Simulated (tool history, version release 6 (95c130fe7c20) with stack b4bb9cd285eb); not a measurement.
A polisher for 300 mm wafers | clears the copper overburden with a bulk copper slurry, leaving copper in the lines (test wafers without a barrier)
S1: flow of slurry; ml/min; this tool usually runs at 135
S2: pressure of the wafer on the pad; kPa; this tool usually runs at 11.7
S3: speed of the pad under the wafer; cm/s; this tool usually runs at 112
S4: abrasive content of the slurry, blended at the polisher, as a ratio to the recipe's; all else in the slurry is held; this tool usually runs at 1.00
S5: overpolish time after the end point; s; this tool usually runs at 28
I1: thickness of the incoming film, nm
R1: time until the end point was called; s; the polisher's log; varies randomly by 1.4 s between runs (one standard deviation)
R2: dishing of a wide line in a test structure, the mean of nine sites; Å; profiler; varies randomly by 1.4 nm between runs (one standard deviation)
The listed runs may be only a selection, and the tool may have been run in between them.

| run | hour | S1 | S2 | S3 | S4 | S5 | I1 | R1 | R2 |
|---|---|---|---|---|---|---|---|---|---|
| 1 | 0.0 | 135 | 11.7 | 112 | 1.00 | 28 | 480.6 | 88.6 | 792 |
| 2 | 71.2 | 135 | 11.0 | 112 | 1.00 | 32 | 489.8 | 91.8 | 842 |
| 3 | 124.3 | 135 | 11.0 | 112 | 1.00 | 32 | 480.1 | 90.9 | 842 |
| 4 | 166.8 | 160 | 8.3 | 124 | 1.20 | 28 | 482.7 | 99.1 | 734 |
|  | 190.4 | worn pad replaced by a new one |
| 5 | 199.1 | 135 | 11.7 | 112 | 1.00 | 28 | 484.3 | 93.5 | 777 |
| 6 | 242.8 | 135 | 14.5 | 112 | 1.00 | 28 | 485.2 | 76.9 | 881 |
|  | 321.0 | slurry blender recalibrated |
| 7 | 325.3 | 135 | 9.0 | 112 | 1.00 | 28 | 487.3 | 105.1 | 704 |
| 8 | 382.7 | 135 | 11.7 | 112 | 1.00 | 28 | 482.5 | 85.5 | 796 |
| 9 | 445.7 | 135 | 8.3 | 100 | 1.10 | 34 | 486.3 | 124.9 | 701 |
|  | 449.8 | head pressure recalibrated |
| 10 | 498.7 | 170 | 11.7 | 112 | 1.00 | 28 | 484.3 | 87.4 | 807 |
|  | 535.3 | slurry nozzle cleaned |
| 11 | 541.9 | 135 | 11.7 | 112 | 1.00 | 41 | 487.0 | 86.4 | 985 |
| 12 | 600.6 | 135 | 11.7 | 112 | 1.00 | 28 | 486.6 | 86.9 | 827 |
| 13 | 646.9 | 135 | 11.7 | 82 | 1.00 | 28 | 490.0 | 110.9 | 702 |
|  | 676.4 | worn pad replaced by a new one |
| 14 | 702.4 | 135 | 11.7 | 112 | 1.00 | 28 | 481.0 | 89.4 | 817 |
| 15 | 765.2 | 115 | 11.7 | 148 | 1.15 | 28 | 491.4 | 73.7 | 893 |
| 16 | 811.6 | 170 | 10.3 | 112 | 1.00 | 28 | 481.4 | 92.0 | 759 |
|  | 827.3 | slurry blender recalibrated |
| 17 | 847.8 | 135 | 11.7 | 112 | 0.80 | 33 | 478.2 | 85.5 | 909 |
| 18 | 896.8 | 135 | 11.7 | 112 | 1.00 | 28 | 485.9 | 84.8 | 822 |
| 19 | 966.8 | 135 | 13.8 | 112 | 1.00 | 21 | 486.9 | 76.4 | 744 |
| 20 | 996.6 | 135 | 11.7 | 112 | 1.00 | 39 | 485.3 | 86.0 | 946 |
| 21 | 1054.9 | 160 | 9.0 | 80 | 1.00 | 28 | 484.2 | 133.2 | 598 |
| 22 | 1121.8 | 135 | 11.7 | 112 | 1.00 | 28 | 492.8 | 89.3 | 810 |
|  | 1136.9 | head pressure recalibrated |
|  | 1172.5 | worn pad replaced by a new one |
| 23 | 1192.1 | 135 | 11.7 | 140 | 1.00 | 28 | 487.4 | 78.1 | 875 |
| 24 | 1234.9 | 115 | 11.7 | 132 | 0.75 | 12 | 481.6 | 90.4 | 432 |
| 25 | 1296.6 | 165 | 11.7 | 112 | 1.00 | 28 | 482.5 | 88.2 | 793 |
| 26 | 1321.9 | 155 | 13.8 | 122 | 1.00 | 28 | 484.6 | 76.4 | 904 |
|  | 1331.7 | slurry blender recalibrated |
| 27 | 1372.2 | 135 | 11.7 | 112 | 1.00 | 28 | 476.3 | 86.0 | 804 |

Branching from run 27: 5 alternative next runs. What would each branch give?
| A | 1372.7 | 135 | 11.7 | 112 | 1.00 | 28 | 484.8 | ? | ? |
| B | 1372.7 | 105 | 11.7 | 112 | 1.00 | 28 | 484.8 | ? | ? |
| C | 1372.7 | 110 | 11.7 | 112 | 1.00 | 42 | 484.8 | ? | ? |
| D | 1372.7 | 135 | 10.3 | 72 | 1.25 | 39 | 484.8 | ? | ? |
| E | 1372.7 | 135 | 13.8 | 76 | 1.10 | 28 | 484.8 | ? | ? |

| run | R1 | R2 |
|---|---|---|
| A | 90.7 | 764 |
| B | 98.8 | 726 |
| C | 97.1 | 916 |
| D | 134.9 | 723 |
| E | 105.7 | 709 |
Without the tool's hidden state the same runs would have given:
| run | R1 | R2 |
|---|---|---|
| A | 82.3 | 809 |
| B | 87.5 | 781 |
| C | 86.4 | 965 |
| D | 122.3 | 766 |
| E | 95.8 | 755 |

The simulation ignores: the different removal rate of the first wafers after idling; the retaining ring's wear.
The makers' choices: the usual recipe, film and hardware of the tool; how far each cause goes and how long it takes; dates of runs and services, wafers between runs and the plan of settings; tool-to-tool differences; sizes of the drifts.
